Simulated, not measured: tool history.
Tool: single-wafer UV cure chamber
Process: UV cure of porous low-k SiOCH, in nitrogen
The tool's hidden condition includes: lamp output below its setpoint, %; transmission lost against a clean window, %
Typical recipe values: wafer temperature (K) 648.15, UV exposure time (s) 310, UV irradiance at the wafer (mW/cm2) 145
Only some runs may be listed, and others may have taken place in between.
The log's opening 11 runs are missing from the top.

| run | hour | wafer temperature (K) | UV exposure time (s) | UV irradiance at the wafer (mW/cm2) | wafers since the last listed run | hours since the UV bulbs were replaced | wafers since the quartz window was cleaned | loss of film thickness in the cure (%) |
|---|---|---|---|---|---|---|---|---|
| 12 | 272.8 | 648.15 | 180 | 145 | 107 | 1658.6 | 2412 | 12.798 |
|  | 296.8 | quartz window cleaned |
| 13 | 297.3 | 648.15 | 180 | 145 | 122 | 1683.1 | 3 | 12.865 |
| 14 | 302.0 | 648.15 | 310 | 145 | 34 | 1687.8 | 38 | 16.012 |
| 15 | 337.0 | 648.15 | 310 | 145 | 259 | 1722.8 | 298 | 16.011 |
| 16 | 361.1 | 648.15 | 310 | 145 | 178 | 1746.9 | 476 | 15.485 |
| 17 | 380.4 | 648.15 | 310 | 145 | 143 | 1766.2 | 619 | 15.599 |
| 18 | 399.0 | 648.15 | 455 | 145 | 137 | 1784.8 | 757 | 18.054 |
| 19 | 416.9 | 653.15 | 475 | 114 | 132 | 1802.7 | 890 | 17.148 |
| 20 | 432.6 | 648.15 | 310 | 145 | 116 | 1818.4 | 1007 | 15.809 |
| 21 | 444.9 | 635.15 | 220 | 119 | 91 | 1830.7 | 1098 | 12.729 |

Run 22 has not been measured yet. What should we expect?
|  | 473.0 | UV bulbs replaced |
| 22 | 476.7 | 662.15 | 310 | 145 | 176 | 3.7 | 1274 | ? |

Run 22 came out at loss of film thickness in the cure (%) 19.141.
On a tool with no hidden condition, and with the same random variation, this run would have come out at loss of film thickness in the cure (%) 19.277.

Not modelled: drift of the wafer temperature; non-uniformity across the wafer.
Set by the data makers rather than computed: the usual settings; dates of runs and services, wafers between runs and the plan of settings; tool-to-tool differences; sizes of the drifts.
